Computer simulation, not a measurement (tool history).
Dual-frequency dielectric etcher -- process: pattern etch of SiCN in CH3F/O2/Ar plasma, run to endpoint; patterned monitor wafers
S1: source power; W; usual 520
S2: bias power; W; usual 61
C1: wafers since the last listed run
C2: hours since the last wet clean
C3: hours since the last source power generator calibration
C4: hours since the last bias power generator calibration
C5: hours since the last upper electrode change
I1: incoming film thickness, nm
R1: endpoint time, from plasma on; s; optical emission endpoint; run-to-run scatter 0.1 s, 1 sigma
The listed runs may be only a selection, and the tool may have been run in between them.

Run 1, hour 0.0: usual settings but S2 71 W; C1 0; C2 441.1; C3 1099.6; C4 2121.2; C5 2235.8; I1 5.98. Result: R1 13.7 s.
At hour 67.3: wet clean of the chamber.
Run 2, hour 100.4: usual settings but S2 71 W; C1 973; C2 33.1; C3 1200.0; C4 2221.6; C5 2336.2; I1 6.03. Result: R1 13.2 s.
Run 3, hour 147.4: usual settings but S2 71 W; C1 599; C2 80.1; C3 1247.0; C4 2268.6; C5 2383.2; I1 5.97. Result: R1 13.1 s.
Run 4, hour 250.4: usual settings but S2 52 W; C1 1313; C2 183.1; C3 1350.0; C4 2371.6; C5 2486.2; I1 6.03. Result: R1 15.1 s.
Run 5, hour 352.6: usual settings but S2 52 W; C1 1302; C2 285.3; C3 1452.2; C4 2473.8; C5 2588.4; I1 6.09. Result: R1 15.1 s.
Run 6, hour 393.7: usual settings but S2 52 W; C1 523; C2 326.4; C3 1493.3; C4 2514.9; C5 2629.5; I1 6.05. Result: R1 15.3 s.
Run 7, hour 479.2: usual settings; C1 1089; C2 411.9; C3 1578.8; C4 2600.4; C5 2715.0; I1 5.94. Result: R1 14.4 s.
At hour 513.3: wet clean of the chamber.
Run 8, hour 582.6: usual settings; C1 1012; C2 69.3; C3 1682.2; C4 2703.8; C5 2818.4; I1 6.05. Result: R1 14.1 s.
Run 9, hour 749.1: usual settings; C1 2122; C2 235.8; C3 1848.7; C4 2870.3; C5 2984.9; I1 5.96. Result: R1 14.1 s.
Run 10, hour 809.4: usual settings; C1 768; C2 296.1; C3 1909.0; C4 2930.6; C5 3045.2; I1 6.03. Result: R1 14.1 s.
Run 11, hour 853.9: usual settings; C1 567; C2 340.6; C3 1953.5; C4 2975.1; C5 3089.7; I1 5.99. Result: R1 14.4 s.
Run 12, hour 925.6: usual settings; C1 914; C2 412.3; C3 2025.2; C4 3046.8; C5 3161.4; I1 5.95. Result: R1 14.2 s.
At hour 1004.5: wet clean of the chamber.
Run 13, hour 1026.7: usual settings; C1 982; C2 22.2; C3 2126.3; C4 3147.9; C5 3262.5; I1 6.03. Result: R1 13.8 s.
Run 14, hour 1096.5: usual settings; C1 889; C2 92.0; C3 2196.1; C4 3217.7; C5 3332.3; I1 5.98. Result: R1 14.0 s.
Run 15, hour 1137.2: usual settings; C1 518; C2 132.7; C3 2236.8; C4 3258.4; C5 3373.0; I1 6.03. Result: R1 14.1 s.
Run 16, hour 1211.9: usual settings but S2 53 W; C1 952; C2 207.4; C3 2311.5; C4 3333.1; C5 3447.7; I1 6.06. Result: R1 15.1 s.
Run 17, hour 1319.1: usual settings but S1 420 W; C1 1366; C2 314.6; C3 2418.7; C4 3440.3; C5 3554.9; I1 6.06. Result: R1 15.9 s.
Run 18, hour 1387.3: usual settings but S1 420 W; C1 869; C2 382.8; C3 2486.9; C4 3508.5; C5 3623.1; I1 6.00. Result: R1 15.9 s.
At hour 1493.5: wet clean of the chamber.
Run 19, hour 1494.0: usual settings but S1 550 W, S2 76 W; C1 1054; C2 0.5; C3 2593.6; C4 3615.2; C5 3729.8; I1 6.01. Result: R1 12.6 s.
Run 20, hour 1535.3: usual settings; C1 526; C2 41.8; C3 2634.9; C4 3656.5; C5 3771.1; I1 6.06. Result: R1 13.9 s.
At hour 1597.5: bias power generator calibrated.
Run 21, hour 1613.1: usual settings; C1 940; C2 119.6; C3 2712.7; C4 15.6; C5 3848.9; I1 6.00. Result: R1 13.9 s.
Run 22, hour 1713.9: usual settings but S1 470 W, S2 72 W; C1 1284; C2 220.4; C3 2813.5; C4 116.4; C5 3949.7; I1 6.00. Result: R1 14.0 s.
Run 23, hour 1778.4: usual settings but S1 640 W, S2 54 W; C1 822; C2 284.9; C3 2878.0; C4 180.9; C5 4014.2; I1 6.03. Result: R1 13.7 s.
Run 24, hour 1818.0: usual settings; C1 504; C2 324.5; C3 2917.6; C4 220.5; C5 4053.8; I1 6.02. Result: R1 14.3 s.
Run 25, hour 1914.8: usual settings but S1 490 W, S2 75 W; C1 1233; C2 421.3; C3 3014.4; C4 317.3; C5 4150.6; I1 6.04. Result: R1 13.9 s.
At hour 1984.4: source power generator calibrated.
At hour 1990.2: wet clean of the chamber.
At hour 2008.6: upper electrode replaced.
Run 26, hour 2009.1: usual settings but S1 620 W, S2 53 W; C1 841; C2 18.9; C3 24.7; C4 411.6; C5 0.5; I1 6.05. Result: R1 13.7 s.
Run 27, hour 2032.7: usual settings but S1 630 W, S2 69 W; C1 300; C2 42.5; C3 48.3; C4 435.2; C5 24.1; I1 5.97. Result: R1 12.3 s.
Run 28, hour 2134.4: usual settings but S2 49 W; C1 1296; C2 144.2; C3 150.0; C4 536.9; C5 125.8; I1 6.01. Result: R1 15.1 s.
Run 29, hour 2206.8: usual settings but S1 590 W, S2 71 W; C1 922; C2 216.6; C3 222.4; C4 609.3; C5 198.2; I1 6.04. Result: R1 12.7 s.
Run 30, hour 2258.2: usual settings; C1 655; C2 268.0; C3 273.8; C4 660.7; C5 249.6; I1 5.95. Result: R1 14.1 s.
Run 31, hour 2337.6: usual settings but S1 420 W, S2 46 W; C1 1012; C2 347.4; C3 353.2; C4 740.1; C5 329.0; I1 5.97. Result: R1 17.5 s.
Run 32, hour 2444.3: usual settings but S1 550 W; C1 1360; C2 454.1; C3 459.9; C4 846.8; C5 435.7; I1 5.97. Result: R1 13.9 s.
At hour 2502.1: wet clean of the chamber.
Run 33, hour 2506.5: usual settings but S1 620 W, S2 65 W; C1 486; C2 4.4; C3 522.1; C4 909.0; C5 497.9; I1 6.01. Result: R1 12.6 s.
Run 34, hour 2612.6: usual settings but S1 440 W, S2 66 W; C1 1352; C2 110.5; C3 628.2; C4 1015.1; C5 604.0; I1 6.05. Result: R1 14.8 s.

Each row is a separate what-if for the run after 34, all from the same tool condition, not one after another. Results?
Run A, hour 2613.0: usual settings but S2 76 W; C1 5; C2 110.9; C3 628.6; C4 1015.5; C5 604.4; I1 6.05. Result: R1 ?.
Run B, hour 2613.0: usual settings but S2 51 W; C1 5; C2 110.9; C3 628.6; C4 1015.5; C5 604.4; I1 6.05. Result: R1 ?.
Run C, hour 2613.0: usual settings but S1 470 W, S2 57 W; C1 5; C2 110.9; C3 628.6; C4 1015.5; C5 604.4; I1 6.05. Result: R1 ?.

run    R1
  A  13.0
  B  15.0
  C  15.2
With the hidden condition removed and each run's random variation left untouched, the same runs would have given:
run    R1
  A  12.9
  B  14.8
  C  15.0

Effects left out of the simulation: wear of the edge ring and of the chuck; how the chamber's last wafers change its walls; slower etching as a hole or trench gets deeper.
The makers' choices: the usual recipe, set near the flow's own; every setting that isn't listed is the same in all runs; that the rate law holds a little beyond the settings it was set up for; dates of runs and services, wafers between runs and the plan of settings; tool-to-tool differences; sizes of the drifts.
